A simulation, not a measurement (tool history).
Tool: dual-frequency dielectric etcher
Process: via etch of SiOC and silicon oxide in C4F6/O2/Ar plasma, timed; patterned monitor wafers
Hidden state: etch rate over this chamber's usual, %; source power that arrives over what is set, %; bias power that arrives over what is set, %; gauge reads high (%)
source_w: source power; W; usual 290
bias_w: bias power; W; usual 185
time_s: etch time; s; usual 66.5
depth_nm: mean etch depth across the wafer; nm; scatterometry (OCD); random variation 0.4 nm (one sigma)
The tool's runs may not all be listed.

run,day,source_w,bias_w,time_s,wafers since the last listed run,hours since the last wet clean,hours since the last source power generator calibration,hours since the last bias power generator calibration,hours since the last upper electrode change,hours since the gauge calibration,"read-back reference wafer on the same gauge, depth_nm",depth_nm
1,0,290,185,66.5,0,480.9,778.8,2676.8,921.7,1406.2,73.3,71.1
# day 1.162: wet clean of the chamber
2,1.567,290,185,66.5,151,9.7,816.4,2714.4,959.3,1443.8,73.1,71.1
3,8.467,290,185,66.5,1850,175.3,982,2880,1124.9,1609.4,72.8,70.4
4,11.758,290,185,66.5,882,254.3,1061,2959,1203.9,1688.4,72.9,70.3
5,13.412,270,196,66.5,443,294,1100.7,2998.7,1243.6,1728.1,72.7,70.1
6,15.108,270,196,66.5,454,334.7,1141.4,3039.4,1284.3,1768.8,72.6,70.8
7,16.754,270,196,66.5,441,374.2,1180.9,3078.9,1323.8,1808.3,72.5,70.5
# day 19.4: wet clean of the chamber
8,20.362,290,221,80.5,699,23.1,1267.5,3165.5,1410.4,1894.9,72.4,93.5
9,21.958,290,221,80.5,428,61.4,1305.8,3203.8,1448.7,1933.2,72.4,92.5
10,26.054,290,211,66.5,1098,159.7,1404.1,3302.1,1547,2031.5,72.3,74.8
11,27.904,290,211,66.5,496,204.1,1448.5,3346.5,1591.4,2075.9,72,74.1
12,30.692,290,211,66.5,747,271,1515.4,3413.4,1658.3,2142.8,72,74.8
13,33.092,290,185,66.5,643,328.6,1573,3471,1715.9,2200.4,72,69.9
# day 37.842: wet clean of the chamber
14,37.862,290,185,66.5,1011,0.5,1687.5,3585.5,1830.4,2314.9,72,69.7
# day 40.454: source power generator calibrated
15,40.667,290,185,66.5,707,67.8,5.1,3652.8,1897.7,2382.2,71.5,69.1
# day 44.212: gauge calibrated
16,49.842,230,229,61,2460,288,225.3,3873,2117.9,135.1,74.2,66.8
17,51.646,290,185,66.5,483,331.3,268.6,3916.3,2161.2,178.4,74.2,71.7
18,54.342,230,210,86,723,396,333.3,3981,2225.9,243.1,74.4,90.1
19,58.446,270,166,66.5,1100,494.5,431.8,4079.5,2324.4,341.6,74.2,65.5
# day 60.162: wet clean of the chamber
20,60.342,290,156,58,240,4.3,477.3,4125,2369.9,387.1,74.3,57.3
21,63.538,290,170,66.5,857,81,554,4201.7,2446.6,463.8,74.2,68.3
# day 69.421: upper electrode replaced
22,71.042,340,154,56.5,1744,261.1,734.1,4381.8,38.9,643.9,74.1,60
23,74.288,290,185,66.5,870,339,812,4459.7,116.8,721.8,73.7,72
24,77.246,270,196,66.5,793,410,883,4530.7,187.8,792.8,74,71.8
# day 79.542: bias power generator calibrated
# day 81.888: wet clean of the chamber
25,86.3,290,185,66.5,2115,105.9,1100.3,162.2,405.1,1010.1,73.7,71.9
26,95.429,260,149,58.5,2448,325,1319.4,381.3,624.2,1229.2,73.6,53.2
27,97.9,330,219,73.5,662,384.3,1378.7,440.6,683.5,1288.5,73.6,90.5
28,101.579,250,199,79.5,986,472.6,1467,528.9,771.8,1376.8,73.5,82.3

How the hidden state differs across the entries between the runs, from the last listed run before each to the first after it:
Between runs 1 and 2: wet clean of the chamber (day 1.162)
  gauge reads high (%): -0.85 -> -0.911
  measured less the result without the state, depth_nm: -0.6 -> -0.6 nm
Between runs 7 and 8: wet clean of the chamber (day 19.4)
  gauge reads high (%): -1.59 -> -1.78
  measured less the result without the state, depth_nm: -1.1 -> -1.7 nm
Between runs 13 and 14: wet clean of the chamber (day 37.842)
  gauge reads high (%): -2.5 -> -2.79
  measured less the result without the state, depth_nm: -1.8 -> -2 nm
Between runs 14 and 15: source power generator calibrated (day 40.454)
  gauge reads high (%): -2.79 -> -2.97
  measured less the result without the state, depth_nm: -2 -> -2.1 nm
Between runs 15 and 16: gauge calibrated (day 44.212)
  gauge reads high (%): -2.97 -> 0.602
  measured less the result without the state, depth_nm: -2.1 -> +0.4 nm
Between runs 19 and 20: wet clean of the chamber (day 60.162)
  gauge reads high (%): 0.545 -> 0.526
  measured less the result without the state, depth_nm: +0.4 -> +0.3 nm
Between runs 21 and 22: upper electrode replaced (day 69.421)
  gauge reads high (%): 0.488 -> 0.374
  measured less the result without the state, depth_nm: +0.3 -> +0.2 nm
Between runs 24 and 25: bias power generator calibrated (day 79.542); wet clean of the chamber (day 81.888)
  gauge reads high (%): 0.251 -> 0.0259
  measured less the result without the state, depth_nm: +0.2 -> +0 nm

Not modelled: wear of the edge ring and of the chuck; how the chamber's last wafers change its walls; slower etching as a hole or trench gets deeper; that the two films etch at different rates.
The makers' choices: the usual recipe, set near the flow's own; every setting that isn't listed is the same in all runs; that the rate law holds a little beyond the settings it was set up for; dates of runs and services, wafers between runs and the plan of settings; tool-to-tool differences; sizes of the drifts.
